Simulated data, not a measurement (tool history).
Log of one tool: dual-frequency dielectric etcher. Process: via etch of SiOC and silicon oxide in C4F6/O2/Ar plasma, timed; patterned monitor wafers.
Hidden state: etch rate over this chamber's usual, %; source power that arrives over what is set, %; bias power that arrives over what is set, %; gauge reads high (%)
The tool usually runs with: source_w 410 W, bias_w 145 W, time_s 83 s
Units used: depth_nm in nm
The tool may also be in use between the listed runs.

run,hour,source_w,bias_w,time_s,wafers since the last listed run,hours since the last wet clean,hours since the last source power generator calibration,hours since the last bias power generator calibration,hours since the last upper electrode change,hours since the gauge calibration,"read-back reference wafer on the same gauge, depth_nm",depth_nm
1,0,410,159,83,0,111.8,1929.7,1602.5,3660.6,1484.3,108,97.3
2,83.3,410,159,83,912,195.1,2013,1685.8,3743.9,1567.6,107.8,96.9
3,198.9,410,145,83,1265,310.7,2128.6,1801.4,3859.5,1683.2,107.9,92.9
4,269,410,145,83,767,380.8,2198.7,1871.5,3929.6,1753.3,107.9,94.5
# hour 317.6: upper electrode replaced
5,318.1,410,145,83,274,429.9,2247.8,1920.6,0.5,1802.4,107.9,93.8
6,331.6,410,145,83,147,443.4,2261.3,1934.1,14,1815.9,107.6,94.6
7,391.6,500,135,104,656,503.4,2321.3,1994.1,74,1875.9,107.7,125.6
# hour 444.4: wet clean of the chamber
8,452.8,410,134,102,407,8.4,2382.5,2055.3,135.2,1937.1,108,112.5
9,519.1,510,135,83,725,74.7,2448.8,2121.6,201.5,2003.4,108,100.9
10,588,410,169,73,754,143.6,2517.7,2190.5,270.4,2072.3,107.6,87.6
11,650.3,410,145,83,682,205.9,2580,2252.8,332.7,2134.6,107.5,94.9
12,714.7,410,126,100,705,270.3,2644.4,2317.2,397.1,2199,107.7,107.4
13,780.3,410,145,83,718,335.9,2710,2382.8,462.7,2264.6,108,93.7
# hour 808.7: source power generator calibrated
# hour 855.1: gauge calibrated
14,867.6,480,124,96.5,912,423.2,58.9,2470.1,550,12.5,107.9,110.5
15,905.8,410,145,83,418,461.4,97.1,2508.3,588.2,50.7,107.7,94
# hour 988.4: bias power generator calibrated
# hour 992: wet clean of the chamber
16,1045.1,410,159,83,1443,53.1,236.4,56.7,727.5,190,107.7,97
17,1155.4,470,175,66,1207,163.4,346.7,167,837.8,300.3,107.8,85.3

Expected results for the next run?
18,1190.5,480,119,59,384,198.5,381.8,202.1,872.9,335.4,?,?

read-back reference wafer on the same gauge, depth_nm: 107.8
depth_nm: 66.3 nm
With the hidden condition absent and the run-to-run variation left alone, this run would have shown depth_nm 66.3 nm.

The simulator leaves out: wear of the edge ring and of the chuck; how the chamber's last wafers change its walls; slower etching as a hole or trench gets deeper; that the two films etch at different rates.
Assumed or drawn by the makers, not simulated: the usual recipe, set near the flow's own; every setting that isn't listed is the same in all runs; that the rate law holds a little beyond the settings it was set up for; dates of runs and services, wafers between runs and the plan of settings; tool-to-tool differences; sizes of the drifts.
